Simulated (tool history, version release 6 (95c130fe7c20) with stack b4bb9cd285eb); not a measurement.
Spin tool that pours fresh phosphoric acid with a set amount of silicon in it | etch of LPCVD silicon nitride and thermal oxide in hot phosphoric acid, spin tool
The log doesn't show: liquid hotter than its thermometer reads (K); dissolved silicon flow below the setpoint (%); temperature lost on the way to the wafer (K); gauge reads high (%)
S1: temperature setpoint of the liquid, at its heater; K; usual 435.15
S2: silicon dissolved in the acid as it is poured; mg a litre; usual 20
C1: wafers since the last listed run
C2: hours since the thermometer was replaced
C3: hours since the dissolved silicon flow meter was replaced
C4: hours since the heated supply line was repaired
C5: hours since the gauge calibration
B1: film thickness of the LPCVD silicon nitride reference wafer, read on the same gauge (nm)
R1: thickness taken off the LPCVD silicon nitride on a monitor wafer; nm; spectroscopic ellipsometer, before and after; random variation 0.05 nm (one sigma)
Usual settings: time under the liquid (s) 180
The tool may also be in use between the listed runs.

Run 1, hour 0: usual settings; C1 0; C2 1894; C3 832.4; C4 1204.8; C5 32.3; B1 70.01. Result: R1 14.71 nm.
Run 2, hour 6.7: usual settings; C1 43; C2 1900.7; C3 839.1; C4 1211.5; C5 39; B1 69.97. Result: R1 14.66 nm.
Run 3, hour 22.7: usual settings but S1 436.15 K, time under the liquid (s) 140; C1 103; C2 1916.7; C3 855.1; C4 1227.5; C5 55; B1 69.97. Result: R1 11.8 nm.
Run 4, hour 37.6: usual settings but S1 436.15 K, time under the liquid (s) 140; C1 96; C2 1931.6; C3 870; C4 1242.4; C5 69.9; B1 70.01. Result: R1 11.84 nm.
Run 5, hour 44.4: usual settings but S1 436.15 K, time under the liquid (s) 140; C1 44; C2 1938.4; C3 876.8; C4 1249.2; C5 76.7; B1 69.95. Result: R1 11.75 nm.
At hour 54.6: dissolved silicon flow meter replaced.
Run 6, hour 58.7: usual settings; C1 86; C2 1952.7; C3 4.1; C4 1263.5; C5 91; B1 70. Result: R1 14.61 nm.
Run 7, hour 74.1: usual settings; C1 99; C2 1968.1; C3 19.5; C4 1278.9; C5 106.4; B1 70.02. Result: R1 14.6 nm.
At hour 76.7: heated supply line repaired.
At hour 81.2: gauge calibrated.
Run 8, hour 82.5: usual settings but S1 436.15 K, time under the liquid (s) 220; C1 47; C2 1976.5; C3 27.9; C4 5.8; C5 1.3; B1 70.04. Result: R1 17.15 nm.
Run 9, hour 97: usual settings; C1 93; C2 1991; C3 42.4; C4 20.3; C5 15.8; B1 70. Result: R1 13.64 nm.
At hour 99.4: heated supply line repaired, repeated, since the last time left the tool worse.
At hour 108: thermometer replaced.
Run 10, hour 110.3: usual settings but S1 436.15 K, S2 24.5 mg a litre, time under the liquid (s) 85; C1 73; C2 2.3; C3 55.7; C4 10.9; C5 29.1; B1 70.01. Result: R1 7.82 nm.
Run 11, hour 118: usual settings but S1 433.65 K, S2 26.5 mg a litre, time under the liquid (s) 245; C1 49; C2 10; C3 63.4; C4 18.6; C5 36.8; B1 70. Result: R1 20.7 nm.
Run 12, hour 135: usual settings but S2 35 mg a litre, time under the liquid (s) 245; C1 110; C2 27; C3 80.4; C4 35.6; C5 53.8; B1 69.97. Result: R1 21.71 nm.
Run 13, hour 143.3: usual settings but S1 433.65 K; C1 53; C2 35.3; C3 88.7; C4 43.9; C5 62.1; B1 70. Result: R1 15.22 nm.
Run 14, hour 153: usual settings; C1 62; C2 45; C3 98.4; C4 53.6; C5 71.8; B1 70.04. Result: R1 15.94 nm.

4 ways to go on from here, each from the tool as it stands after run 14. What would each give?
Run A, hour 153.5: usual settings but S1 437.15 K; C1 3; C2 45.5; C3 98.9; C4 54.1; C5 72.3; B1 ?. Result: R1 ?.
Run B, hour 153.5: usual settings but S2 30.5 mg a litre, time under the liquid (s) 255; C1 3; C2 45.5; C3 98.9; C4 54.1; C5 72.3; B1 ?. Result: R1 ?.
Run C, hour 153.5: usual settings but S1 437.15 K, S2 25 mg a litre, time under the liquid (s) 235; C1 3; C2 45.5; C3 98.9; C4 54.1; C5 72.3; B1 ?. Result: R1 ?.
Run D, hour 153.5: usual settings but S1 437.65 K, S2 10.5 mg a litre, time under the liquid (s) 270; C1 3; C2 45.5; C3 98.9; C4 54.1; C5 72.3; B1 ?. Result: R1 ?.

run     B1     R1
  A  69.98  17.01
  B  69.98  22.55
  C  69.98  22.21
  D  69.98  25.94
Without the tool's hidden state the same runs would have given:
run     R1
  A   17.2
  B  22.81
  C  22.46
  D  26.23

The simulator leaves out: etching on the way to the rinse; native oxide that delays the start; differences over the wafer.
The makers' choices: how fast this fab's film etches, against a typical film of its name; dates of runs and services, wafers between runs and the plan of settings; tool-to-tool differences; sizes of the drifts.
